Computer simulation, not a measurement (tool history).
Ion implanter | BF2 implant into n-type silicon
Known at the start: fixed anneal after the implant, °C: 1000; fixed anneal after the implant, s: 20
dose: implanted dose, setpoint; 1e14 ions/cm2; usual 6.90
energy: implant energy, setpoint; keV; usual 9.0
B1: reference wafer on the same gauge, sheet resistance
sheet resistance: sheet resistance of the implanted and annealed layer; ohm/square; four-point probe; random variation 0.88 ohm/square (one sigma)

{"run": 1, "day": 0.0, "dose": 6.9, "energy": 9.0, "B1": 264.5, "sheet resistance": 271.03}
{"run": 2, "day": 2.85, "dose": 6.9, "energy": 9.0, "B1": 264.12, "sheet resistance": 273.98}
{"run": 3, "day": 4.917, "dose": 6.9, "energy": 9.0, "B1": 263.6, "sheet resistance": 272.14}
{"run": 4, "day": 7.9, "dose": 6.9, "energy": 9.0, "B1": 263.39, "sheet resistance": 271.05}
{"run": 5, "day": 10.192, "dose": 6.9, "energy": 11.0, "B1": 263.18, "sheet resistance": 254.96}
{"run": 6, "day": 11.238, "dose": 6.9, "energy": 8.0, "B1": 263.09, "sheet resistance": 280.33}
{"run": 7, "day": 12.279, "dose": 6.9, "energy": 8.0, "B1": 262.87, "sheet resistance": 281.91}
{"run": 8, "day": 13.696, "dose": 8.31, "energy": 9.0, "B1": 262.87, "sheet resistance": 253.86}
{"run": 9, "day": 15.696, "dose": 8.31, "energy": 9.0, "B1": 262.86, "sheet resistance": 254.17}
{"run": 10, "day": 17.038, "dose": 8.31, "energy": 9.0, "B1": 262.61, "sheet resistance": 254.52}
{"run": 11, "day": 18.238, "dose": 6.9, "energy": 9.0, "B1": 262.48, "sheet resistance": 270.51}
{"run": 12, "day": 19.292, "dose": 6.04, "energy": 9.0, "B1": 262.51, "sheet resistance": 283.92}
{"run": 13, "day": 21.904, "dose": 6.04, "energy": 9.0, "B1": 262.24, "sheet resistance": 285.2}
{"run": 14, "day": 23.933, "dose": 5.29, "energy": 6.5, "B1": 262.28, "sheet resistance": 336.98}
{"day": 24.812, "done": "gauge calibrated"}
{"run": 15, "day": 25.725, "dose": 8.1, "energy": 7.5, "B1": 269.11, "sheet resistance": 277.25}
{"day": 26.079, "done": "Faraday cup replaced and dose calibrated"}
{"run": 16, "day": 27.171, "dose": 6.9, "energy": 12.0, "B1": 268.4, "sheet resistance": 251.94}
{"run": 17, "day": 28.488, "dose": 6.9, "energy": 9.0, "B1": 267.42, "sheet resistance": 273.72}
{"run": 18, "day": 30.233, "dose": 6.9, "energy": 9.0, "B1": 266.76, "sheet resistance": 275.57}
{"run": 19, "day": 31.954, "dose": 6.9, "energy": 9.0, "B1": 265.9, "sheet resistance": 273.78}
{"run": 20, "day": 32.967, "dose": 5.49, "energy": 11.5, "B1": 265.75, "sheet resistance": 280.25}
{"day": 36.412, "done": "extraction supply calibrated"}
{"run": 21, "day": 37.675, "dose": 4.94, "energy": 9.0, "B1": 264.0, "sheet resistance": 314.5}
{"run": 22, "day": 40.5, "dose": 5.51, "energy": 8.0, "B1": 263.23, "sheet resistance": 311.77}
{"run": 23, "day": 42.512, "dose": 8.04, "energy": 9.0, "B1": 263.24, "sheet resistance": 256.41}
{"run": 24, "day": 48.117, "dose": 7.6, "energy": 9.0, "B1": 262.22, "sheet resistance": 261.56}
{"run": 25, "day": 49.296, "dose": 6.33, "energy": 12.0, "B1": 261.78, "sheet resistance": 255.54}
{"run": 26, "day": 51.767, "dose": 4.88, "energy": 8.0, "B1": 261.82, "sheet resistance": 327.07}

3 ways to go on from here, each from the tool as it stands after run 26. What would each give?
{"run": "A", "day": 51.783, "dose": 7.91, "energy": 9.0, "B1": "?", "sheet resistance": "?"}
{"run": "B", "day": 51.783, "dose": 5.72, "energy": 11.5, "B1": "?", "sheet resistance": "?"}
{"run": "C", "day": 51.783, "dose": 5.52, "energy": 9.0, "B1": "?", "sheet resistance": "?"}

run=A B1=261.70 sheet_resistance=256.08
run=B B1=261.70 sheet_resistance=269.36
run=C B1=261.70 sheet_resistance=295.94
Without the tool's hidden state the same runs would have given:
run=A sheet_resistance=264.09
run=B sheet_resistance=277.77
run=C sheet_resistance=305.19
